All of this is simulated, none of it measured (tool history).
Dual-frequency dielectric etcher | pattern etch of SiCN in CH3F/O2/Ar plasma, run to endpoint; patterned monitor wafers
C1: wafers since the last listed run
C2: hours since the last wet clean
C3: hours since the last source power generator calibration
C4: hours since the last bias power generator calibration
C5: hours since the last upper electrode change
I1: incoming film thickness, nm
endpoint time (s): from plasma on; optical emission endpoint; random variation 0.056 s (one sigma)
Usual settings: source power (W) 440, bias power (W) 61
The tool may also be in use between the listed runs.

{"run": 1, "hour": 0.0, "source power (W)": 380, "bias power (W)": 61, "C1": 0, "C2": 192.0, "C3": 1480.7, "C4": 2436.4, "C5": 3024.3, "I1": 7.2, "endpoint time (s)": 20.3}
{"run": 2, "hour": 17.5, "source power (W)": 380, "bias power (W)": 61, "C1": 212, "C2": 209.5, "C3": 1498.2, "C4": 2453.9, "C5": 3041.8, "I1": 7.15, "endpoint time (s)": 20.3}
{"run": 3, "hour": 110.5, "source power (W)": 500, "bias power (W)": 61, "C1": 1126, "C2": 302.5, "C3": 1591.2, "C4": 2546.9, "C5": 3134.8, "I1": 7.22, "endpoint time (s)": 18.0}
{"run": 4, "hour": 124.1, "source power (W)": 440, "bias power (W)": 61, "C1": 164, "C2": 316.1, "C3": 1604.8, "C4": 2560.5, "C5": 3148.4, "I1": 7.25, "endpoint time (s)": 19.3}
{"run": 5, "hour": 146.7, "source power (W)": 440, "bias power (W)": 61, "C1": 273, "C2": 338.7, "C3": 1627.4, "C4": 2583.1, "C5": 3171.0, "I1": 7.2, "endpoint time (s)": 19.2}
{"run": 6, "hour": 169.3, "source power (W)": 390, "bias power (W)": 61, "C1": 273, "C2": 361.3, "C3": 1650.0, "C4": 2605.7, "C5": 3193.6, "I1": 7.18, "endpoint time (s)": 20.3}
{"run": 7, "hour": 202.9, "source power (W)": 390, "bias power (W)": 61, "C1": 407, "C2": 394.9, "C3": 1683.6, "C4": 2639.3, "C5": 3227.2, "I1": 7.19, "endpoint time (s)": 20.3}
{"run": 8, "hour": 217.6, "source power (W)": 440, "bias power (W)": 61, "C1": 178, "C2": 409.6, "C3": 1698.3, "C4": 2654.0, "C5": 3241.9, "I1": 7.15, "endpoint time (s)": 19.1}
{"hour": 251.3, "done": "bias power generator calibrated"}
{"run": 9, "hour": 251.8, "source power (W)": 440, "bias power (W)": 61, "C1": 365, "C2": 443.8, "C3": 1732.5, "C4": 0.5, "C5": 3276.1, "I1": 7.18, "endpoint time (s)": 19.1}
{"hour": 275.8, "done": "wet clean of the chamber"}
{"run": 10, "hour": 285.5, "source power (W)": 440, "bias power (W)": 61, "C1": 117, "C2": 9.7, "C3": 1766.2, "C4": 34.2, "C5": 3309.8, "I1": 7.18, "endpoint time (s)": 19.0}
{"hour": 311.0, "done": "upper electrode replaced"}
{"run": 11, "hour": 311.5, "source power (W)": 530, "bias power (W)": 52, "C1": 24, "C2": 35.7, "C3": 1792.2, "C4": 60.2, "C5": 0.5, "I1": 7.18, "endpoint time (s)": 18.6}
{"hour": 316.9, "done": "source power generator calibrated"}
{"run": 12, "hour": 327.9, "source power (W)": 440, "bias power (W)": 61, "C1": 150, "C2": 52.1, "C3": 11.0, "C4": 76.6, "C5": 16.9, "I1": 7.21, "endpoint time (s)": 18.6}
{"run": 13, "hour": 341.3, "source power (W)": 350, "bias power (W)": 67, "C1": 162, "C2": 65.5, "C3": 24.4, "C4": 90.0, "C5": 30.3, "I1": 7.18, "endpoint time (s)": 19.8}
{"run": 14, "hour": 368.1, "source power (W)": 350, "bias power (W)": 67, "C1": 324, "C2": 92.3, "C3": 51.2, "C4": 116.8, "C5": 57.1, "I1": 7.2, "endpoint time (s)": 19.9}
{"run": 15, "hour": 397.8, "source power (W)": 350, "bias power (W)": 67, "C1": 359, "C2": 122.0, "C3": 80.9, "C4": 146.5, "C5": 86.8, "I1": 7.2, "endpoint time (s)": 19.9}
{"run": 16, "hour": 423.4, "source power (W)": 440, "bias power (W)": 61, "C1": 310, "C2": 147.6, "C3": 106.5, "C4": 172.1, "C5": 112.4, "I1": 7.18, "endpoint time (s)": 18.6}
{"run": 17, "hour": 440.9, "source power (W)": 440, "bias power (W)": 61, "C1": 212, "C2": 165.1, "C3": 124.0, "C4": 189.6, "C5": 129.9, "I1": 7.21, "endpoint time (s)": 18.8}
{"run": 18, "hour": 459.7, "source power (W)": 410, "bias power (W)": 74, "C1": 227, "C2": 183.9, "C3": 142.8, "C4": 208.4, "C5": 148.7, "I1": 7.17, "endpoint time (s)": 17.8}
{"run": 19, "hour": 492.9, "source power (W)": 500, "bias power (W)": 65, "C1": 402, "C2": 217.1, "C3": 176.0, "C4": 241.6, "C5": 181.9, "I1": 7.19, "endpoint time (s)": 17.2}
{"run": 20, "hour": 517.4, "source power (W)": 440, "bias power (W)": 61, "C1": 296, "C2": 241.6, "C3": 200.5, "C4": 266.1, "C5": 206.4, "I1": 7.23, "endpoint time (s)": 18.9}
{"run": 21, "hour": 540.8, "source power (W)": 440, "bias power (W)": 61, "C1": 283, "C2": 265.0, "C3": 223.9, "C4": 289.5, "C5": 229.8, "I1": 7.24, "endpoint time (s)": 19.0}
{"run": 22, "hour": 568.2, "source power (W)": 470, "bias power (W)": 50, "C1": 332, "C2": 292.4, "C3": 251.3, "C4": 316.9, "C5": 257.2, "I1": 7.24, "endpoint time (s)": 20.0}
{"run": 23, "hour": 583.8, "source power (W)": 440, "bias power (W)": 61, "C1": 189, "C2": 308.0, "C3": 266.9, "C4": 332.5, "C5": 272.8, "I1": 7.16, "endpoint time (s)": 18.7}
{"run": 24, "hour": 604.5, "source power (W)": 400, "bias power (W)": 73, "C1": 250, "C2": 328.7, "C3": 287.6, "C4": 353.2, "C5": 293.5, "I1": 7.24, "endpoint time (s)": 18.4}
{"run": 25, "hour": 629.8, "source power (W)": 440, "bias power (W)": 61, "C1": 306, "C2": 354.0, "C3": 312.9, "C4": 378.5, "C5": 318.8, "I1": 7.24, "endpoint time (s)": 19.0}
{"run": 26, "hour": 680.8, "source power (W)": 440, "bias power (W)": 61, "C1": 618, "C2": 405.0, "C3": 363.9, "C4": 429.5, "C5": 369.8, "I1": 7.15, "endpoint time (s)": 18.8}
{"run": 27, "hour": 704.6, "source power (W)": 480, "bias power (W)": 56, "C1": 288, "C2": 428.8, "C3": 387.7, "C4": 453.3, "C5": 393.6, "I1": 7.31, "endpoint time (s)": 19.3}
{"hour": 746.1, "done": "wet clean of the chamber"}
{"run": 28, "hour": 746.6, "source power (W)": 480, "bias power (W)": 72, "C1": 218, "C2": 0.5, "C3": 429.7, "C4": 495.3, "C5": 435.6, "I1": 7.15, "endpoint time (s)": 16.6}
{"run": 29, "hour": 746.9, "source power (W)": 400, "bias power (W)": 61, "C1": 3, "C2": 0.8, "C3": 430.0, "C4": 495.6, "C5": 435.9, "I1": 7.24, "endpoint time (s)": 19.6}
{"run": 30, "hour": 781.6, "source power (W)": 440, "bias power (W)": 68, "C1": 420, "C2": 35.5, "C3": 464.7, "C4": 530.3, "C5": 470.6, "I1": 7.19, "endpoint time (s)": 17.7}
{"run": 31, "hour": 813.6, "source power (W)": 440, "bias power (W)": 61, "C1": 387, "C2": 67.5, "C3": 496.7, "C4": 562.3, "C5": 502.6, "I1": 7.27, "endpoint time (s)": 18.9}
{"run": 32, "hour": 898.5, "source power (W)": 440, "bias power (W)": 52, "C1": 1028, "C2": 152.4, "C3": 581.6, "C4": 647.2, "C5": 587.5, "I1": 7.11, "endpoint time (s)": 19.8}
{"run": 33, "hour": 912.0, "source power (W)": 440, "bias power (W)": 74, "C1": 163, "C2": 165.9, "C3": 595.1, "C4": 660.7, "C5": 601.0, "I1": 7.18, "endpoint time (s)": 17.2}
{"run": 34, "hour": 928.2, "source power (W)": 470, "bias power (W)": 66, "C1": 196, "C2": 182.1, "C3": 611.3, "C4": 676.9, "C5": 617.2, "I1": 7.19, "endpoint time (s)": 17.7}
{"run": 35, "hour": 945.2, "source power (W)": 340, "bias power (W)": 68, "C1": 206, "C2": 199.1, "C3": 628.3, "C4": 693.9, "C5": 634.2, "I1": 7.2, "endpoint time (s)": 20.3}

Some steps in endpoint time (s) between neighbouring runs. How much of each would the tool show without its hidden state too (settings, what came in, random variation), and how much is left for the hidden state, with any gauge scatter that isn't in both results?
The hidden state here: etch rate over this chamber's usual, %; source power that arrives over what is set, %; bias power that arrives over what is set, %.
Run 9 -> 10: wet clean of the chamber. endpoint time (s) -0.1: hidden state -0.3, all else +0.2.
Run 11 -> 12: source power (W) 530 -> 440, bias power (W) 52 -> 61, source power generator calibrated. endpoint time (s) +0.0: hidden state -0.4, all else +0.4.
Run 27 -> 28: bias power (W) 56 -> 72, wet clean of the chamber. endpoint time (s) -2.7: hidden state -0.4, all else -2.3.
Run 28 -> 29: source power (W) 480 -> 400, bias power (W) 72 -> 61. endpoint time (s) +3.0: hidden state +0.0, all else +3.0.
Run 32 -> 33: bias power (W) 52 -> 74. endpoint time (s) -2.6: hidden state +0.0, all else -2.6.
